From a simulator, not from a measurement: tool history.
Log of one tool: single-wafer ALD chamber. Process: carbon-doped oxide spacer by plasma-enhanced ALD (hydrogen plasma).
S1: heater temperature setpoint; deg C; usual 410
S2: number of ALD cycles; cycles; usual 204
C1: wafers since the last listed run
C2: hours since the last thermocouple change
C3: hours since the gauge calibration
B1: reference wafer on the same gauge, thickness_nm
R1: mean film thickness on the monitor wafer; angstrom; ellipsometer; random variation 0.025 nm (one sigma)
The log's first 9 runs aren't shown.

run,hour,S1,S2,C1,C2,C3,B1,R1
10,102.7,410,233,23,2092.9,221.4,8.303,115.23
11,109.9,410,204,12,2100.1,228.6,8.295,100.94
12,115.9,410,204,10,2106.1,234.6,8.307,100.88
13,121.9,402,204,10,2112.1,240.6,8.298,102.46
# hour 123.3: gauge calibrated
14,137.9,402,204,28,2128.1,14.6,8.297,103.03
15,152.6,410,204,26,2142.8,29.3,8.296,100.41
# hour 167.8: thermocouple changed; heater temperature recalibrated
16,168.3,410,204,13,0.5,45.0,8.303,99.91
17,170.0,418,164,3,2.2,46.7,8.300,78.60
18,179.4,425,190,16,11.6,56.1,8.296,89.98
19,196.0,410,235,29,28.2,72.7,8.305,115.92
20,204.4,424,179,14,36.6,81.1,8.302,84.78
21,213.8,410,204,16,46.0,90.5,8.299,100.25
22,229.5,410,204,27,61.7,106.2,8.303,100.16
23,245.5,416,190,28,77.7,122.2,8.305,91.48
24,252.5,396,204,12,84.7,129.2,8.304,103.45
25,288.8,398,231,64,121.0,165.5,8.303,116.78
26,294.9,398,177,10,127.1,171.6,8.301,89.45
27,308.9,410,204,24,141.1,185.6,8.300,100.05
28,315.8,420,179,12,148.0,192.5,8.300,85.64
29,332.3,415,204,29,164.5,209.0,8.299,98.76
# hour 337.9: gauge calibrated
30,349.9,410,244,31,182.1,12.0,8.303,119.92
31,366.3,401,204,29,198.5,28.4,8.303,102.92

5 ways to go on from here, each from the tool as it stands after run 31. What would each give?
A,367.0,410,204,1,199.2,29.1,?,?
B,367.0,417,189,1,199.2,29.1,?,?
C,367.0,395,204,1,199.2,29.1,?,?
D,367.0,410,168,1,199.2,29.1,?,?
E,367.0,421,173,1,199.2,29.1,?,?

run,B1,R1
A,8.306,100.54
B,8.306,91.35
C,8.306,103.65
D,8.306,82.80
E,8.306,82.68
Without the tool's hidden state the same runs would have given:
run,R1
A,100.54
B,91.35
C,103.65
D,82.80
E,82.68
